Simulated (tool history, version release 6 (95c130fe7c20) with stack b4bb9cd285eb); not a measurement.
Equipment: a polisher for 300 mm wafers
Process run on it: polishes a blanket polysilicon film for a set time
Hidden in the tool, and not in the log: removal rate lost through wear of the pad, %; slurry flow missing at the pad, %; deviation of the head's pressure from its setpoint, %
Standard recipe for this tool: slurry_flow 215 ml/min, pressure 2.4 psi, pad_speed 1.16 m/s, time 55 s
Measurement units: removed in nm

run	hour	slurry_flow	pressure	pad_speed	time	wafers since the last listed run	wafers polished on this pad	hours since the slurry nozzle was cleaned	hours since the head pressure was calibrated	incoming thickness of the incoming film, nm	removed
1	0.0	215	2.4	1.16	55	0	1008	113.3	468.8	1263.2	502.3
2	27.9	215	2.4	1.16	55	328	1337	141.2	496.7	1259.7	500.3
3	69.7	215	2.2	1.16	55	492	1829	183.0	538.5	1254.3	456.9
4	123.6	195	2.4	1.16	55	634	2463	236.9	592.4	1256.7	490.6
5	166.6	195	2.4	1.16	55	506	2969	279.9	635.4	1279.8	491.3
6	226.9	195	2.4	1.16	55	709	3679	340.2	695.7	1289.3	485.9
7	261.4	190	2.4	1.16	41	406	4085	374.7	730.2	1290.2	357.9
8	309.1	215	2.4	1.16	55	561	4646	422.4	777.9	1244.5	486.9
# hour 341.7: worn pad replaced by a new one
9	349.7	215	2.4	1.16	55	430	93	463.0	818.5	1261.1	502.1
10	391.4	215	2.4	1.16	55	490	584	504.7	860.2	1266.1	498.1
11	449.4	215	2.6	1.16	55	682	1267	562.7	918.2	1275.6	534.7
12	530.2	215	2.6	1.16	55	951	2218	643.5	999.0	1260.9	534.8
13	558.0	215	2.8	1.16	55	327	2545	671.3	1026.8	1280.4	575.8
14	608.0	215	2.8	1.16	55	588	3133	721.3	1076.8	1264.3	575.1
# hour 646.6: slurry nozzle cleaned
15	678.3	215	2.4	1.16	55	815	3949	31.7	1147.1	1287.4	483.8
# hour 735.2: head pressure recalibrated
16	747.1	215	2.4	1.16	47	786	4735	100.5	11.9	1265.7	410.4
# hour 786.2: worn pad replaced by a new one
17	815.6	215	2.4	1.16	47	759	346	169.0	80.4	1268.5	427.1
18	867.6	285	2.1	1.44	40	612	958	221.0	132.4	1288.1	384.0
19	924.6	150	2.9	1.56	55	670	1629	278.0	189.4	1272.1	708.5
20	955.3	215	2.4	1.00	73	361	1990	308.7	220.1	1255.8	601.0
21	998.6	215	2.4	1.16	55	509	2500	352.0	263.4	1296.0	494.5
22	1067.6	160	2.4	1.16	62	812	3312	421.0	332.4	1291.1	526.4
23	1138.2	180	2.8	1.16	46	830	4143	491.6	403.0	1294.6	461.9
24	1206.9	240	2.4	1.40	55	808	4952	560.3	471.7	1287.7	554.3
25	1247.2	195	2.7	1.46	55	474	5426	600.6	512.0	1259.5	627.5
# hour 1255.2: worn pad replaced by a new one
26	1286.6	245	2.4	1.16	65	416	369	640.0	551.4	1281.8	607.3
27	1484.3	215	2.4	1.16	68	2327	2697	837.7	749.1	1254.5	612.2
28	1525.1	215	2.4	1.28	72	480	3177	878.5	789.9	1274.1	690.2
# hour 1561.9: slurry nozzle cleaned
29	1571.6	185	1.7	0.76	55	535	3712	9.7	836.4	1249.9	258.5
30	1598.6	215	2.4	1.16	70	317	4030	36.7	863.4	1275.1	630.5
# hour 1662.0: worn pad replaced by a new one
31	1667.4	215	2.4	1.16	39	762	63	105.5	932.2	1251.2	359.7
32	1707.8	155	2.4	1.16	55	475	539	145.9	972.6	1288.4	477.1
33	1761.7	215	2.4	0.94	38	634	1173	199.8	1026.5	1265.9	304.7
34	1817.9	215	2.4	1.16	71	661	1835	256.0	1082.7	1262.3	646.0
35	1887.3	215	2.4	1.16	55	816	2652	325.4	1152.1	1285.5	496.2
36	2031.6	215	2.4	1.16	55	1698	4350	469.7	1296.4	1277.5	487.5

Describe how what the log doesn't record of the tool's condition differs between the last listed run preceding each entry between runs and the first listed run following it.
In the gap between runs 8 and 9: worn pad replaced by a new one (hour 341.7)
  removal rate lost through wear of the pad, %: 3.79 -> 0.878
  measured result minus the result with no hidden state, removed: -19.1 -> -4.5 nm
In the gap between runs 14 and 15: slurry nozzle cleaned (hour 646.6)
  removal rate lost through wear of the pad, %: 3.35 -> 4.02
  measured result minus the result with no hidden state, removed: -20.0 -> -20.3 nm
In the gap between runs 15 and 16: head pressure recalibrated (hour 735.2)
  removal rate lost through wear of the pad, %: 4.02 -> 4.68
  measured result minus the result with no hidden state, removed: -20.3 -> -20.1 nm
In the gap between runs 16 and 17: worn pad replaced by a new one (hour 786.2)
  removal rate lost through wear of the pad, %: 4.68 -> 0.567
  measured result minus the result with no hidden state, removed: -20.1 -> -2.5 nm
In the gap between runs 25 and 26: worn pad replaced by a new one (hour 1255.2)
  removal rate lost through wear of the pad, %: 4.7 -> 0.446
  measured result minus the result with no hidden state, removed: -31.0 -> -2.7 nm
In the gap between runs 28 and 29: slurry nozzle cleaned (hour 1561.9)
  removal rate lost through wear of the pad, %: 2.73 -> 3.17
  measured result minus the result with no hidden state, removed: -19.4 -> -8.5 nm
In the gap between runs 30 and 31: worn pad replaced by a new one (hour 1662.0)
  removal rate lost through wear of the pad, %: 3.43 -> 0.158
  measured result minus the result with no hidden state, removed: -22.4 -> -0.5 nm

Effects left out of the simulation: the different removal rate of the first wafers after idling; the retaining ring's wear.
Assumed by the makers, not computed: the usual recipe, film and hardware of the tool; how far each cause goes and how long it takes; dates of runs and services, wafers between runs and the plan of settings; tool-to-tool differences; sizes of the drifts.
